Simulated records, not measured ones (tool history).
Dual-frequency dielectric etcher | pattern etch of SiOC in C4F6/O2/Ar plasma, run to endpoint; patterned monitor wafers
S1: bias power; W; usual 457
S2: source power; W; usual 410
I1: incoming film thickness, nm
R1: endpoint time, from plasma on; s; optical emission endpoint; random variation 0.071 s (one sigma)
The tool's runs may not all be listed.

run 1 hour=0.0 | S1=457 S2=410 | I1=26.73 | R1=8.1
run 2 hour=95.6 | S1=457 S2=410 | I1=26.52 | R1=7.9
run 3 hour=193.7 | S1=457 S2=410 | I1=26.76 | R1=8.0
run 4 hour=297.3 | S1=457 S2=410 | I1=27.15 | R1=8.1
-- hour=468.3 wet clean of the chamber
run 5 hour=541.8 | S1=457 S2=410 | I1=26.80 | R1=8.2
run 6 hour=614.0 | S1=457 S2=390 | I1=26.88 | R1=8.2
run 7 hour=714.8 | S1=457 S2=390 | I1=26.59 | R1=8.2
run 8 hour=813.9 | S1=485 S2=370 | I1=26.75 | R1=8.0
run 9 hour=880.1 | S1=485 S2=370 | I1=26.77 | R1=8.0
run 10 hour=936.5 | S1=457 S2=410 | I1=26.88 | R1=8.1
run 11 hour=1028.5 | S1=457 S2=410 | I1=26.55 | R1=7.8
-- hour=1061.5 wet clean of the chamber
-- hour=1095.0 bias power generator calibrated
run 12 hour=1103.5 | S1=431 S2=340 | I1=26.84 | R1=9.0
run 13 hour=1179.4 | S1=431 S2=340 | I1=26.74 | R1=8.9
-- hour=1235.9 upper electrode replaced, of another model than before
run 14 hour=1270.4 | S1=431 S2=340 | I1=26.82 | R1=8.8
run 15 hour=1364.0 | S1=457 S2=410 | I1=26.93 | R1=8.1
run 16 hour=1450.8 | S1=457 S2=410 | I1=26.64 | R1=8.0
run 17 hour=1510.5 | S1=457 S2=410 | I1=26.72 | R1=8.1
run 18 hour=1572.5 | S1=457 S2=410 | I1=26.48 | R1=7.8
run 19 hour=1631.9 | S1=457 S2=410 | I1=26.76 | R1=7.9
-- hour=1707.4 wet clean of the chamber
run 20 hour=1707.9 | S1=374 S2=460 | I1=26.96 | R1=9.5
-- hour=1782.0 source power generator calibrated
run 21 hour=1979.5 | S1=551 S2=410 | I1=26.73 | R1=7.2
run 22 hour=2041.6 | S1=457 S2=320 | I1=26.69 | R1=8.4
run 23 hour=2122.4 | S1=393 S2=480 | I1=27.09 | R1=8.8
run 24 hour=2165.6 | S1=457 S2=380 | I1=26.91 | R1=8.0
run 25 hour=2207.5 | S1=552 S2=380 | I1=26.49 | R1=7.1
run 26 hour=2274.9 | S1=402 S2=360 | I1=27.01 | R1=9.0
-- hour=2340.4 wet clean of the chamber
run 27 hour=2377.6 | S1=405 S2=480 | I1=26.47 | R1=8.6
run 28 hour=2423.6 | S1=532 S2=410 | I1=26.62 | R1=7.4
run 29 hour=2488.3 | S1=502 S2=330 | I1=26.91 | R1=8.1
run 30 hour=2524.6 | S1=383 S2=410 | I1=27.01 | R1=9.6
run 31 hour=2564.8 | S1=394 S2=450 | I1=26.87 | R1=9.2
run 32 hour=2648.0 | S1=457 S2=410 | I1=26.60 | R1=8.1
run 33 hour=2727.9 | S1=457 S2=410 | I1=26.80 | R1=8.0
run 34 hour=2794.6 | S1=508 S2=490 | I1=26.64 | R1=7.1

3 ways to go on from here, each from the tool as it stands after run 34. What would each give?
run A hour=2795.0 | S1=457 S2=370 | I1=26.71 | R1=?
run B hour=2795.0 | S1=552 S2=320 | I1=26.71 | R1=?
run C hour=2795.0 | S1=487 S2=360 | I1=26.71 | R1=?

run=A R1=8.2
run=B R1=7.4
run=C R1=7.9
Without the tool's hidden state the same runs would have given:
run=A R1=8.5
run=B R1=7.7
run=C R1=8.2
